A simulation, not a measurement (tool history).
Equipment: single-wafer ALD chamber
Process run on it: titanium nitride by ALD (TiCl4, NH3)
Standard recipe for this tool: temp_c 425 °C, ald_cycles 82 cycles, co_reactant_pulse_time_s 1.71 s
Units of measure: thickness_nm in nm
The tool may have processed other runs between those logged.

| run | hour | temp_c | ald_cycles | co_reactant_pulse_time_s | read-back reference wafer on the same gauge, thickness_nm | thickness_nm |
|---|---|---|---|---|---|---|
| 1 | 0.0 | 425 | 70 | 1.71 | 1.960 | 1.479 |
| 2 | 34.9 | 425 | 82 | 1.24 | 1.959 | 1.709 |
| 3 | 68.4 | 425 | 82 | 1.71 | 1.958 | 1.736 |
| 4 | 93.1 | 425 | 82 | 1.71 | 1.961 | 1.732 |
|  | 112.9 | gauge calibrated |
| 5 | 126.8 | 425 | 82 | 1.71 | 1.961 | 1.733 |
| 6 | 155.7 | 425 | 82 | 1.71 | 1.962 | 1.724 |
| 7 | 181.3 | 425 | 82 | 1.71 | 1.960 | 1.729 |
|  | 195.5 | showerhead replaced |
| 8 | 210.5 | 425 | 82 | 1.71 | 1.957 | 1.731 |
| 9 | 228.8 | 425 | 72 | 1.71 | 1.962 | 1.517 |
| 10 | 251.2 | 440 | 82 | 1.71 | 1.959 | 1.726 |
|  | 279.9 | thermocouple changed; heater temperature recalibrated |
| 11 | 280.4 | 425 | 82 | 1.71 | 1.959 | 1.734 |
| 12 | 297.8 | 425 | 96 | 1.71 | 1.961 | 2.027 |
| 13 | 329.6 | 434 | 95 | 2.27 | 1.961 | 2.021 |
| 14 | 341.7 | 420 | 91 | 2.04 | 1.959 | 1.929 |
| 15 | 361.2 | 425 | 82 | 1.71 | 1.961 | 1.724 |
| 16 | 376.2 | 425 | 73 | 1.15 | 1.961 | 1.516 |

4 ways to go on from here, each from the tool as it stands after run 16. What would each give?
| A | 376.8 | 425 | 82 | 1.71 | ? | ? |
| B | 376.8 | 433 | 95 | 1.38 | ? | ? |
| C | 376.8 | 425 | 98 | 1.40 | ? | ? |
| D | 376.8 | 433 | 82 | 1.37 | ? | ? |

| run | read-back reference wafer on the same gauge, thickness_nm | thickness_nm |
|---|---|---|
| A | 1.961 | 1.742 |
| B | 1.961 | 2.008 |
| C | 1.961 | 2.069 |
| D | 1.961 | 1.733 |
Without the tool's hidden state the same runs would have given:
| run | thickness_nm |
|---|---|
| A | 1.742 |
| B | 2.008 |
| C | 2.069 |
| D | 1.733 |
